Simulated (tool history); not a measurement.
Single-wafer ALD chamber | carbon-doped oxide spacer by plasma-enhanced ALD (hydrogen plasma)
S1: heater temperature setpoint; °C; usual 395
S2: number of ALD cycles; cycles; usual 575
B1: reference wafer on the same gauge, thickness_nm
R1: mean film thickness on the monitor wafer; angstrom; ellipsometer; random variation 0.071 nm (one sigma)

{"run": 1, "hour": 0.0, "S1": 395, "S2": 575, "B1": 32.505, "R1": 291.64}
{"run": 2, "hour": 98.0, "S1": 386, "S2": 490, "B1": 32.518, "R1": 247.41}
{"run": 3, "hour": 150.6, "S1": 407, "S2": 575, "B1": 32.569, "R1": 287.18}
{"run": 4, "hour": 224.4, "S1": 407, "S2": 575, "B1": 32.568, "R1": 286.0}
{"run": 5, "hour": 285.6, "S1": 395, "S2": 643, "B1": 32.58, "R1": 325.24}
{"run": 6, "hour": 332.1, "S1": 395, "S2": 643, "B1": 32.581, "R1": 325.3}
{"run": 7, "hour": 404.4, "S1": 395, "S2": 643, "B1": 32.625, "R1": 326.67}
{"run": 8, "hour": 447.8, "S1": 395, "S2": 575, "B1": 32.615, "R1": 291.05}
{"run": 9, "hour": 755.6, "S1": 406, "S2": 519, "B1": 32.746, "R1": 260.98}
{"run": 10, "hour": 849.1, "S1": 406, "S2": 519, "B1": 32.774, "R1": 262.38}
{"run": 11, "hour": 915.3, "S1": 395, "S2": 575, "B1": 32.802, "R1": 293.83}
{"run": 12, "hour": 956.8, "S1": 395, "S2": 575, "B1": 32.833, "R1": 293.42}
{"run": 13, "hour": 1031.7, "S1": 385, "S2": 575, "B1": 32.852, "R1": 293.34}
{"hour": 1033.1, "done": "gauge calibrated"}
{"run": 14, "hour": 1106.9, "S1": 388, "S2": 519, "B1": 31.906, "R1": 257.8}
{"run": 15, "hour": 1407.0, "S1": 395, "S2": 575, "B1": 31.907, "R1": 286.43}
{"run": 16, "hour": 1510.8, "S1": 395, "S2": 575, "B1": 31.923, "R1": 286.07}
{"run": 17, "hour": 1574.5, "S1": 395, "S2": 530, "B1": 31.917, "R1": 262.86}
{"run": 18, "hour": 1674.9, "S1": 395, "S2": 530, "B1": 31.922, "R1": 263.44}
{"run": 19, "hour": 1729.3, "S1": 395, "S2": 530, "B1": 31.932, "R1": 262.68}
{"run": 20, "hour": 1826.6, "S1": 395, "S2": 575, "B1": 31.931, "R1": 285.37}
{"run": 21, "hour": 1908.7, "S1": 382, "S2": 488, "B1": 31.941, "R1": 242.21}
{"run": 22, "hour": 1977.8, "S1": 399, "S2": 490, "B1": 31.939, "R1": 243.96}
{"run": 23, "hour": 2057.4, "S1": 389, "S2": 522, "B1": 31.927, "R1": 259.34}
{"run": 24, "hour": 2109.2, "S1": 395, "S2": 575, "B1": 31.964, "R1": 285.8}
{"run": 25, "hour": 2172.0, "S1": 395, "S2": 545, "B1": 31.969, "R1": 270.79}
{"run": 26, "hour": 2243.4, "S1": 395, "S2": 461, "B1": 31.939, "R1": 230.01}
{"run": 27, "hour": 2339.6, "S1": 395, "S2": 575, "B1": 31.971, "R1": 284.03}
{"run": 28, "hour": 2441.3, "S1": 395, "S2": 473, "B1": 31.991, "R1": 235.2}
{"run": 29, "hour": 2506.2, "S1": 406, "S2": 637, "B1": 31.976, "R1": 312.5}
{"run": 30, "hour": 2578.3, "S1": 406, "S2": 637, "B1": 32.008, "R1": 312.56}
{"run": 31, "hour": 2677.9, "S1": 410, "S2": 641, "B1": 32.002, "R1": 310.74}
{"hour": 2712.0, "done": "thermocouple changed; heater temperature recalibrated"}
{"run": 32, "hour": 2783.0, "S1": 385, "S2": 654, "B1": 31.994, "R1": 325.89}
{"run": 33, "hour": 2886.5, "S1": 395, "S2": 464, "B1": 32.032, "R1": 232.27}
{"run": 34, "hour": 2925.2, "S1": 400, "S2": 647, "B1": 32.046, "R1": 322.42}
{"run": 35, "hour": 2994.3, "S1": 383, "S2": 633, "B1": 32.034, "R1": 315.24}
{"run": 36, "hour": 3119.7, "S1": 402, "S2": 620, "B1": 32.086, "R1": 308.07}
{"run": 37, "hour": 3160.4, "S1": 382, "S2": 502, "B1": 32.075, "R1": 249.12}
{"run": 38, "hour": 3392.3, "S1": 408, "S2": 540, "B1": 32.123, "R1": 263.86}
{"run": 39, "hour": 3620.5, "S1": 410, "S2": 636, "B1": 32.153, "R1": 308.98}
{"run": 40, "hour": 3672.3, "S1": 400, "S2": 647, "B1": 32.151, "R1": 323.97}
{"run": 41, "hour": 3720.5, "S1": 395, "S2": 670, "B1": 32.17, "R1": 335.6}
{"run": 42, "hour": 3801.9, "S1": 389, "S2": 522, "B1": 32.176, "R1": 261.39}
{"run": 43, "hour": 3858.7, "S1": 389, "S2": 626, "B1": 32.184, "R1": 312.97}
{"run": 44, "hour": 3926.6, "S1": 395, "S2": 575, "B1": 32.222, "R1": 288.24}
{"run": 45, "hour": 3996.1, "S1": 385, "S2": 491, "B1": 32.23, "R1": 245.88}

5 ways to go on from here, each from the tool as it stands after run 45. What would each give?
{"run": "A", "hour": 3997.4, "S1": 395, "S2": 575, "B1": "?", "R1": "?"}
{"run": "B", "hour": 3997.4, "S1": 395, "S2": 518, "B1": "?", "R1": "?"}
{"run": "C", "hour": 3997.4, "S1": 405, "S2": 518, "B1": "?", "R1": "?"}
{"run": "D", "hour": 3997.4, "S1": 385, "S2": 690, "B1": "?", "R1": "?"}
{"run": "E", "hour": 3997.4, "S1": 388, "S2": 469, "B1": "?", "R1": "?"}

run=A B1=32.219 R1=288.56
run=B B1=32.219 R1=259.96
run=C B1=32.219 R1=257.00
run=D B1=32.219 R1=346.28
run=E B1=32.219 R1=235.37
Without the tool's hidden state the same runs would have given:
run=A R1=285.60
run=B R1=257.29
run=C R1=254.36
run=D R1=342.72
run=E R1=232.95
